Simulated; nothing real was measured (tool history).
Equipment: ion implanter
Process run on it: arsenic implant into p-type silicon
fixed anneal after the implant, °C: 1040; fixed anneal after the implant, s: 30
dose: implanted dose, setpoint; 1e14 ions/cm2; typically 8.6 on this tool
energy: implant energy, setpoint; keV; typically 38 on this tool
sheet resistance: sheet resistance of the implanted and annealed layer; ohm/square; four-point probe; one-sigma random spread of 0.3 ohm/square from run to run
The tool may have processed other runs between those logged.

| run | hour | dose | energy | read-back reference wafer on the same gauge, sheet resistance | sheet resistance |
|---|---|---|---|---|---|
| 1 | 0 | 7.36 | 38 | 105.32 | 127.64 |
| 2 | 73.3 | 7.36 | 38 | 105.17 | 127.1 |
| 3 | 120.7 | 8.6 | 38 | 105.09 | 113.5 |
| 4 | 211.4 | 8.6 | 38 | 104.94 | 113.11 |
| 5 | 280.6 | 8.6 | 38 | 104.91 | 113.08 |
| 6 | 358.2 | 8.6 | 38 | 104.72 | 112.94 |
| 7 | 431.3 | 8.6 | 38 | 104.62 | 113.11 |
| 8 | 491.3 | 9.26 | 38 | 104.55 | 106.54 |
| 9 | 544.2 | 9.26 | 38 | 104.56 | 106.58 |
| 10 | 612.6 | 9.26 | 38 | 104.45 | 106.62 |
|  | 811.4 | Faraday cup replaced and dose calibrated |
| 11 | 913.1 | 8.6 | 38 | 104.3 | 112.37 |
| 12 | 987.3 | 8.6 | 38 | 104.31 | 111.96 |
|  | 1036 | extraction supply calibrated |
| 13 | 1089.5 | 6.66 | 47 | 104.27 | 132.27 |
| 14 | 1158.4 | 10.87 | 44 | 104.22 | 93.07 |
|  | 1193.3 | gauge calibrated |
| 15 | 1262.8 | 6.19 | 31 | 105.76 | 148.79 |
| 16 | 1357.3 | 10.98 | 46.5 | 105.42 | 92.33 |
| 17 | 1438.9 | 10.68 | 45 | 105.2 | 94.69 |
| 18 | 1506.9 | 8.6 | 48.5 | 105.02 | 109.55 |
| 19 | 1599.6 | 7.34 | 30 | 104.84 | 131.29 |
| 20 | 1649 | 8.6 | 38 | 104.8 | 112.8 |
|  | 1676.8 | Faraday cup replaced and dose calibrated |
| 21 | 1714.6 | 8.6 | 38 | 104.67 | 112.75 |

The tool's hidden state at each run:
deviation of the true dose from the Faraday cup's reading, %: 0, the same for each run
deviation of the true energy from its setpoint, %: 0, the same for each run
H1: gauge reads high (%)
| run | H1 |
|---|---|
| 1 | -0.634 |
| 2 | -0.782 |
| 3 | -0.867 |
| 4 | -1.01 |
| 5 | -1.11 |
| 6 | -1.2 |
| 7 | -1.27 |
| 8 | -1.33 |
| 9 | -1.37 |
| 10 | -1.42 |
| 11 | -1.59 |
| 12 | -1.61 |
| 13 | -1.65 |
| 14 | -1.66 |
| 15 | -0.246 |
| 16 | -0.533 |
| 17 | -0.745 |
| 18 | -0.898 |
| 19 | -1.08 |
| 20 | -1.16 |
| 21 | -1.26 |
